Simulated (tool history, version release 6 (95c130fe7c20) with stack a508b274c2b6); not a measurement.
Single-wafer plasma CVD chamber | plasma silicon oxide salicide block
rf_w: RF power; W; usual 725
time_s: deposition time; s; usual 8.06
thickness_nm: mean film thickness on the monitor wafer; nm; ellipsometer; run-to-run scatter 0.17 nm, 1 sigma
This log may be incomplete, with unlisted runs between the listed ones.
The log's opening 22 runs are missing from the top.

| run | hour | rf_w | time_s | read-back reference wafer on the same gauge, thickness_nm | thickness_nm |
|---|---|---|---|---|---|
| 23 | 697.9 | 725 | 8.06 | 63.12 | 78.009 |
| 24 | 710.1 | 615 | 9.31 | 63.079 | 85.454 |
| 25 | 743.9 | 655 | 8.06 | 63.104 | 75.238 |
| 26 | 767.4 | 725 | 8.06 | 63.109 | 77.619 |
| 27 | 787.3 | 725 | 8.06 | 63.097 | 77.687 |
| 28 | 816.1 | 725 | 8.06 | 63.116 | 77.755 |
| 29 | 836.8 | 775 | 8.75 | 63.103 | 86.105 |
| 30 | 850.2 | 865 | 8.64 | 63.067 | 88.137 |

Forecast each of these 4 alternatives for the next run:
| A | 850.6 | 725 | 6.65 | ? | ? |
| B | 850.6 | 725 | 9.51 | ? | ? |
| C | 850.6 | 790 | 8.06 | ? | ? |
| D | 850.6 | 790 | 7.15 | ? | ? |

| run | read-back reference wafer on the same gauge, thickness_nm | thickness_nm |
|---|---|---|
| A | 63.117 | 64.264 |
| B | 63.117 | 91.902 |
| C | 63.117 | 79.955 |
| D | 63.117 | 70.928 |
Take away the tool's hidden state, keep each run's random variation, and the runs would have read:
| run | thickness_nm |
|---|---|
| A | 64.536 |
| B | 92.292 |
| C | 80.294 |
| D | 71.229 |

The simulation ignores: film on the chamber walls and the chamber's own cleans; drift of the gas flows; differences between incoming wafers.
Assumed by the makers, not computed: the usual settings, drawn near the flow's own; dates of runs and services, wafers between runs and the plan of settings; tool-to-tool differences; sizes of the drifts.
